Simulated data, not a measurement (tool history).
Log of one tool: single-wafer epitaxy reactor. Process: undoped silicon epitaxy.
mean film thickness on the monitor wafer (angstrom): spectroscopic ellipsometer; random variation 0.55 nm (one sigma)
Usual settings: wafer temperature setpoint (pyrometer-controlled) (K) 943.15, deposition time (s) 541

| run | hour | wafer temperature setpoint (pyrometer-controlled) (K) | deposition time (s) | wafers since the last listed run | hours since the last pyrometer calibration | hours since the gauge calibration | read-back reference wafer on the same gauge, thickness_nm | mean film thickness on the monitor wafer (angstrom) |
|---|---|---|---|---|---|---|---|---|
| 1 | 0.0 | 943.15 | 541 | 0 | 1099.1 | 356.5 | 131.086 | 1347.87 |
| 2 | 68.0 | 943.15 | 541 | 302 | 1167.1 | 424.5 | 130.934 | 1343.12 |
| 3 | 158.9 | 943.15 | 541 | 404 | 1258.0 | 515.4 | 131.018 | 1353.18 |
| 4 | 262.1 | 943.15 | 541 | 458 | 1361.2 | 618.6 | 131.154 | 1338.33 |
| 5 | 330.1 | 943.15 | 541 | 302 | 1429.2 | 686.6 | 131.076 | 1344.54 |
| 6 | 529.9 | 943.15 | 541 | 888 | 1629.0 | 886.4 | 130.906 | 1340.27 |
| 7 | 599.0 | 943.15 | 541 | 307 | 1698.1 | 955.5 | 131.141 | 1340.58 |
|  | 816.8 | gauge calibrated |
| 8 | 849.3 | 943.15 | 541 | 1112 | 1948.4 | 32.5 | 130.888 | 1320.26 |
| 9 | 928.6 | 955.15 | 444 | 352 | 2027.7 | 111.8 | 130.954 | 1447.96 |

Run 10 comes next. What will it give?
| 10 | 1022.6 | 931.15 | 639 | 417 | 2121.7 | 205.8 | ? | ? |

read-back reference wafer on the same gauge, thickness_nm: 130.997
mean film thickness on the monitor wafer (angstrom): 1165.55
Without the tool's hidden state the same run would have given mean film thickness on the monitor wafer (angstrom) 1217.09.

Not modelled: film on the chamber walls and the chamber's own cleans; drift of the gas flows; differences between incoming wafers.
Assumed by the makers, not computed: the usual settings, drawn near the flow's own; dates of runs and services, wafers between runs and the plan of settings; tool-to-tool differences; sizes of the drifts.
